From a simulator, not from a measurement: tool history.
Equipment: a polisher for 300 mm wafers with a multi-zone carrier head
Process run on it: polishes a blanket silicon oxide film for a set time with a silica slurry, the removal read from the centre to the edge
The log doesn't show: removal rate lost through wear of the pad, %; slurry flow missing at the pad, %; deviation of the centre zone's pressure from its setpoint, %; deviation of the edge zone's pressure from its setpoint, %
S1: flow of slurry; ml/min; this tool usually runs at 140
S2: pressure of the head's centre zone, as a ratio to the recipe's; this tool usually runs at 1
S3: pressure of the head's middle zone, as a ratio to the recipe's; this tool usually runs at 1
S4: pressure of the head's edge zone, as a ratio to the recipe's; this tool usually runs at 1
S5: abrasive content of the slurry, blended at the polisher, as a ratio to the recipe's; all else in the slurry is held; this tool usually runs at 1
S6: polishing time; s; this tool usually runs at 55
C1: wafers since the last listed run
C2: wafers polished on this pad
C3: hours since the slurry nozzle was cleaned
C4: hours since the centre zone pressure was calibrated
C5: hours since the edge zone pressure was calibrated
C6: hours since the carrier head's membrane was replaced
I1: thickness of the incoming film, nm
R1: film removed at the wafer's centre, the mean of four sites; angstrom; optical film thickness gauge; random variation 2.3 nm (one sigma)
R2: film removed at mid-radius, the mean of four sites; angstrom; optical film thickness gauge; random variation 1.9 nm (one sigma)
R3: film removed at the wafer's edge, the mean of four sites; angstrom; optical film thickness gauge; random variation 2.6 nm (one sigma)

run   hour   S1    S2    S3    S4    S5  S6   C1    C2     C3     C4     C5      C6      I1    R1    R2    R3
  1      0  140     1  0.91     1     1  55    0   754   76.8  632.4   93.3   884.5  1096.6  1930  1741  1932
  2   15.9  110     1     1     1     1  55  120   874   92.7  648.3  109.2   900.4  1106.1  1796  1776  1832
  3     43  125     1     1     1     1  55  204  1079  119.8  675.4  136.3   927.5  1098.7  1823  1842  1821
  4   60.6  140     1  1.07     1     1  55  132  1211  137.4    693  153.9   945.1  1071.4  1865  2026  1892
      77.5  -- centre zone pressure recalibrated
  5   87.3  140     1     1     1   1.2  55  186  1398  164.1    9.8  180.6   971.8  1079.5  1970  2028  2016
     100.5  -- worn pad replaced by a new one
  6  103.6  140  1.04     1  1.06     1  41   92    23  180.4   26.1  196.9   988.1  1093.5  1448  1424  1435
  7  127.3  155     1  1.05     1   0.7  44  178   201  204.1   49.8  220.6  1011.8  1085.7  1316  1409  1332
  8  154.8  140     1     1     1     1  55  207   409  231.6   77.3  248.1  1039.3    1105  1894  1872  1876
  9  183.2  140  1.08  1.04     1  0.75  55  214   623    260  105.7  276.5  1067.7  1080.5  1776  1748  1636
 10  213.9  140  1.04     1     1     1  55  231   855  290.7  136.4  307.2  1098.4  1095.7  1888  1854  1874
 11  245.9  140     1  1.09     1     1  55  241  1097  322.7  168.4  339.2  1130.4  1106.5  1857  2002  1847
 12  269.2   95     1     1  1.07     1  71  175  1273    346  191.7  362.5  1153.7  1105.7  2100  2154  2234
     279.4  -- carrier head's membrane replaced by a new one
 13  294.4  180     1  0.93  0.93     1  55  152  1425  371.2  216.9  387.7      15    1102  1956  1863  1807
     309.1  -- worn pad replaced by a new one
 14  324.4  140     1     1  1.07     1  48  196   115  401.2  246.9  417.7      45  1087.7  1595  1599  1689
 15  342.5  110  0.94     1     1     1  47  136   251  419.3    265  435.8    63.1    1102  1442  1493  1532

Predict the results of run 16:
 16  370.6  140   1   1   1   1  55  212  463  447.4  293.1  463.9  91.2  1110.5   ?   ?   ?

{"run 16": {"R1": 1863, "R2": 1832, "R3": 1835}}
On a tool with no hidden condition, and with the same random variation, this run would have come out at R1 1943 angstrom, R2 1901 angstrom, R3 1884 angstrom.
